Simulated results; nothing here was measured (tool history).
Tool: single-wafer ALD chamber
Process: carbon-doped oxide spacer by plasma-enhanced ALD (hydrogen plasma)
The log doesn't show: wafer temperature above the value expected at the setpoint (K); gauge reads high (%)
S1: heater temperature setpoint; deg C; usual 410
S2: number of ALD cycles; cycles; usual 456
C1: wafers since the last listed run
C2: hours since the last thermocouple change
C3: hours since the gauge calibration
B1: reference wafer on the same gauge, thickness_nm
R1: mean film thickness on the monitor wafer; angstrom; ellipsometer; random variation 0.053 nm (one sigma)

run,hour,S1,S2,C1,C2,C3,B1,R1
1,0,410,436,0,1049.6,31.4,17.872,203.44
2,10.4,410,436,10,1060,41.8,17.874,204.17
3,27.5,410,456,17,1077.1,58.9,17.903,212.25
4,35.3,410,526,7,1084.9,66.7,17.906,246.02
5,48.7,410,456,13,1098.3,80.1,17.915,213.65
6,56.2,410,456,7,1105.8,87.6,17.923,213.29
7,65.7,410,420,9,1115.3,97.1,17.94,196.88
8,78.2,410,420,12,1127.8,109.6,17.934,196.17
9,90.9,410,456,12,1140.5,122.3,17.933,213.59
10,98.4,410,510,7,1148,129.8,17.951,240.15
11,108.7,410,510,10,1158.3,140.1,17.957,238.99
12,115.9,410,456,7,1165.5,147.3,17.948,213.16
13,124.8,410,456,8,1174.4,156.2,17.958,214.43
14,137.9,410,456,13,1187.5,169.3,17.967,214.4
15,145.7,413,456,7,1195.3,177.1,17.96,213.24
16,153,410,373,7,1202.6,184.4,17.965,175.37
17,161.4,410,456,8,1211,192.8,17.965,214.29
18,171.9,399,512,10,1221.5,203.3,17.96,248.64
# hour 181.3: thermocouple changed; heater temperature recalibrated
# hour 212.3: gauge calibrated
19,221.1,410,456,41,39.8,8.8,17.802,212.09
20,264,417,493,43,82.7,51.7,17.864,224.67
21,275.4,425,387,11,94.1,63.1,17.88,172.32
22,284.6,410,456,9,103.3,72.3,17.886,211.81
23,302.4,410,385,17,121.1,90.1,17.902,180.24
24,310.6,416,407,8,129.3,98.3,17.909,186.31
25,324.1,421,513,13,142.8,111.8,17.916,232.1
26,338.5,410,535,14,157.2,126.2,17.925,252.09
27,349.4,415,513,10,168.1,137.1,17.922,235.88
28,357,424,508,7,175.7,144.7,17.928,226.94
29,364.8,410,420,7,183.5,152.5,17.93,196.81
30,371.7,410,456,6,190.4,159.4,17.93,213.98

The tool's hidden state at each run:
wafer temperature above the value expected at the setpoint (K): 0 in every run
H1: gauge reads high (%)
run,H1
1,0.368
2,0.449
3,0.56
4,0.603
5,0.667
6,0.698
7,0.733
8,0.773
9,0.807
10,0.825
11,0.847
12,0.86
13,0.875
14,0.894
15,0.904
16,0.912
17,0.921
18,0.931
19,0.02
20,0.387
21,0.455
22,0.502
23,0.578
24,0.608
25,0.65
26,0.688
27,0.712
28,0.727
29,0.74
30,0.751

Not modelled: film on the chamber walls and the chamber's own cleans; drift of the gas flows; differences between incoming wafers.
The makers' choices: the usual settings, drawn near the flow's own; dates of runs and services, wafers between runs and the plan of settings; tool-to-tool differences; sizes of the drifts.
